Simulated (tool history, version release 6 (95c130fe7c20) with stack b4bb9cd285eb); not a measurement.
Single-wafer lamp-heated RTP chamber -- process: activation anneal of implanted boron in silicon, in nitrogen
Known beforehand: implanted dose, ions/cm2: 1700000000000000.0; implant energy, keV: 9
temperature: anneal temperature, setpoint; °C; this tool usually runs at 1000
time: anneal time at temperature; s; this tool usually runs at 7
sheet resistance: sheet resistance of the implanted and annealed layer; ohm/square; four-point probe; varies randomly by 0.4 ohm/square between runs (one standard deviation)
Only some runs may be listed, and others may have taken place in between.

run    hour  temperature  time  wafers since the last listed run  wafers since the last pyrometer calibration  wafers since the reflector plate was cleaned  hours since the gauge calibration  read-back reference wafer on the same gauge, sheet resistance  sheet resistance
  1       0         1000     8                                 0                                         4686                                          5757                             1035.8                                                         120.91            118.29
  2    68.3         1000     7                              1537                                         6223                                          7294                             1104.1                                                         120.93            118.65
  3     117         1000     7                              1096                                         7319                                          8390                             1152.8                                                         120.88             118.6
      152.8  -- reflector plate cleaned
      167.3  -- pyrometer window cleaned and pyrometer calibrated
  4   167.8         1000     7                               783                                           11                                           157                             1203.6                                                         120.86            121.17
  5   268.7          977     7                              2270                                         2282                                          2428                             1304.5                                                         120.99            137.78
  6   329.1          977     7                              1359                                         3641                                          3787                             1364.9                                                         121.02            135.86
  7   380.6          977     7                              1159                                         4801                                          4946                             1416.4                                                            121            134.68
  8   435.3         1000     7                              1231                                         6032                                          6177                             1471.1                                                         121.11            118.61
  9   473.9         1000     7                               868                                         6900                                          7046                             1509.7                                                         120.99            118.23
 10     557         1000     7                              1870                                         8771                                          8916                             1592.8                                                         121.03            117.28
 11   608.3         1000     7                              1154                                         9925                                         10071                             1644.1                                                         120.94            116.47
      616.6  -- reflector plate cleaned
      628.2  -- pyrometer window cleaned and pyrometer calibrated
 12   715.4         1000     7                              2050                                         1963                                          2042                             1751.2                                                         121.05            120.65
 13   808.3         1000     7                              2090                                         4054                                          4133                             1844.1                                                         120.99            119.45
 14   864.2         1000     7                              1258                                         5312                                          5391                               1900                                                         121.03             118.8
 15   959.5         1000     7                              2144                                         7457                                          7536                             1995.3                                                         121.08            117.64
 16   998.1         1000    11                               868                                         8326                                          8405                             2033.9                                                         121.02            113.59
 17  1040.1         1000     7                               945                                         9271                                          9350                             2075.9                                                         121.09            116.57
     1068.7  -- reflector plate cleaned
 18  1081.6         1030     9                               753                                        10025                                           289                             2117.4                                                         120.93            101.82
     1113.4  -- pyrometer window cleaned and pyrometer calibrated
 19  1187.3         1012     8                              2198                                         1663                                          2488                             2223.1                                                         121.07            113.46
     1217.5  -- gauge calibrated
 20  1227.7         1014    10                               909                                         2572                                          3397                               10.2                                                         121.03            109.81
 21  1309.9          988     4                              1850                                         4423                                          5247                               92.4                                                         121.05            132.05
 22  1352.7         1000     6                               963                                         5386                                          6211                              135.2                                                         120.96            120.03
 23    1433         1000     7                              1807                                         7193                                          8018                              215.5                                                         120.98            118.14
     1474.2  -- reflector plate cleaned
 24  1515.5         1028     7                              1676                                         8870                                           928                                298                                                         120.84            105.62
     1546.9  -- pyrometer window cleaned and pyrometer calibrated
 25  1567.8          989     7                               997                                          470                                          1925                              350.3                                                         121.03            129.98
 26  1888.9         1025     8                              7226                                         7697                                          9152                              671.4                                                         121.08            105.95
     1917.4  -- reflector plate cleaned
 27  1932.1          988    10                               792                                         8490                                           331                              714.6                                                         121.06            121.07
 28  1997.9         1000     7                              1480                                         9970                                          1812                              780.4                                                         121.04            117.21
       2035  -- pyrometer window cleaned and pyrometer calibrated
 29  2037.3         1017     3                               706                                           51                                          2519                              819.8                                                         120.98            119.26
 30  2133.3         1000     4                              2160                                         2211                                          4679                              915.8                                                         120.94            126.15
 31  2179.3         1030     8                              1035                                         3246                                          5715                              961.8                                                         121.05            105.97

Below are 4 alternative next runs, each starting from the tool's condition after run 31. Predict each:
  A  2179.7         1018     7                                 9                                         3255                                          5724                              962.2                                                              ?                 ?
  B  2179.7         1013     5                                 9                                         3255                                          5724                              962.2                                                              ?                 ?
  C  2179.7          990     5                                 9                                         3255                                          5724                              962.2                                                              ?                 ?
  D  2179.7          983     6                                 9                                         3255                                          5724                              962.2                                                              ?                 ?

run  read-back reference wafer on the same gauge, sheet resistance  sheet resistance
  A                                                         121.08            111.92
  B                                                         121.08            116.75
  C                                                         121.08            130.39
  D                                                         121.08            134.09
What these runs would have given with no unlogged condition in the tool:
run  sheet resistance
  A            113.32
  B            118.31
  C            132.79
  D            136.82
